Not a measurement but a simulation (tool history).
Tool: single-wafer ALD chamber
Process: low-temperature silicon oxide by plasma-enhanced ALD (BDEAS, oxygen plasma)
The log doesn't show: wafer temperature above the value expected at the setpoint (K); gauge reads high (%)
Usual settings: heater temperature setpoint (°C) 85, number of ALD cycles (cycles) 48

run	hour	heater temperature setpoint (°C)	number of ALD cycles (cycles)	wafers since the last listed run	hours since the last thermocouple change	hours since the gauge calibration	read-back reference wafer on the same gauge, thickness_nm	mean film thickness on the monitor wafer (angstrom)
1	0	85	48	0	24.1	15.2	8.373	73.66
2	58.3	85	48	235	82.4	73.5	8.37	73.81
3	129	85	48	285	153.1	144.2	8.367	73.84
4	171.2	85	48	170	195.3	186.4	8.361	73.74
5	241.1	80	48	282	265.2	256.3	8.36	74.79
6	277.6	80	48	147	301.7	292.8	8.372	74.99
7	324.9	80	48	190	349	340.1	8.377	74.99
8	349.2	85	48	98	373.3	364.4	8.368	73.9
9	381.5	85	48	130	405.6	396.7	8.373	73.93
10	443.8	85	48	251	467.9	459	8.368	74.21
11	511.2	85	46	272	535.3	526.4	8.372	70.97
12	567.6	85	46	227	591.7	582.8	8.368	70.81
13	596.1	85	46	115	620.2	611.3	8.376	71.39
14	652.2	85	48	226	676.3	667.4	8.377	74.36
15	767	85	48	463	791.1	782.2	8.371	74.34
16	802	85	48	141	826.1	817.2	8.367	74.31
17	853.7	88	44	208	877.8	868.9	8.37	67.78
18	892	74	48	154	916.1	907.2	8.371	76.97
19	923	85	48	125	947.1	938.2	8.372	74.51
20	985.6	85	48	252	1009.7	1000.8	8.367	74.76
21	1051.9	85	48	267	1076	1067.1	8.372	74.74
22	1080.3	85	51	114	1104.4	1095.5	8.368	79.5
23	1126.6	85	57	186	1150.7	1141.8	8.362	88.43
24	1187.2	81	56	244	1211.3	1202.4	8.377	88.48
# hour 1202.1: thermocouple changed; heater temperature recalibrated
25	1244.9	81	41	200	42.8	1260.1	8.38	64.03
26	1279.8	71	51	140	77.7	1295	8.367	81.81
27	1309.6	85	48	120	107.5	1324.8	8.368	74.03
28	1339	98	52	118	136.9	1354.2	8.373	76.77
29	1405.8	80	48	269	203.7	1421	8.37	75.37
30	1452	93	51	186	249.9	1467.2	8.373	76.66
31	1498.6	85	48	188	296.5	1513.8	8.363	74.06
32	1646.2	97	41	595	444.1	1661.4	8.37	60.87
33	1687.3	89	43	165	485.2	1702.5	8.374	65.62
34	1738.6	79	42	207	536.5	1753.8	8.364	66.24
35	1800.4	85	48	249	598.3	1815.6	8.37	74.13
36	1831.6	95	54	125	629.5	1846.8	8.369	80.76
# hour 1895.1: gauge calibrated
37	1901.5	100	57	282	699.4	6.4	8.367	84.41
38	1932.3	78	53	124	730.2	37.2	8.372	84
39	2080	91	56	596	877.9	184.9	8.364	85.23
40	2147.8	85	57	273	945.7	252.7	8.375	88.9
41	2182.5	96	48	140	980.4	287.4	8.37	71.98
42	2207.2	73	52	99	1005.1	312.1	8.361	83.89
43	2258.6	85	39	207	1056.5	363.5	8.374	60.66
44	2329.2	96	41	284	1127.1	434.1	8.368	62.04
45	2378.9	92	51	200	1176.8	483.8	8.362	78.11

Forecast each of these 4 alternatives for the next run:
A	2379.4	85	48	2	1177.3	484.3	?	?
B	2379.4	71	45	2	1177.3	484.3	?	?
C	2379.4	85	44	2	1177.3	484.3	?	?
D	2379.4	79	43	2	1177.3	484.3	?	?

run	read-back reference wafer on the same gauge, thickness_nm	mean film thickness on the monitor wafer (angstrom)
A	8.374	74.86
B	8.374	73.09
C	8.374	68.62
D	8.374	68.26
Without the tool's hidden state the same runs would have given:
run	mean film thickness on the monitor wafer (angstrom)
A	73.6
B	71.91
C	67.47
D	67.12

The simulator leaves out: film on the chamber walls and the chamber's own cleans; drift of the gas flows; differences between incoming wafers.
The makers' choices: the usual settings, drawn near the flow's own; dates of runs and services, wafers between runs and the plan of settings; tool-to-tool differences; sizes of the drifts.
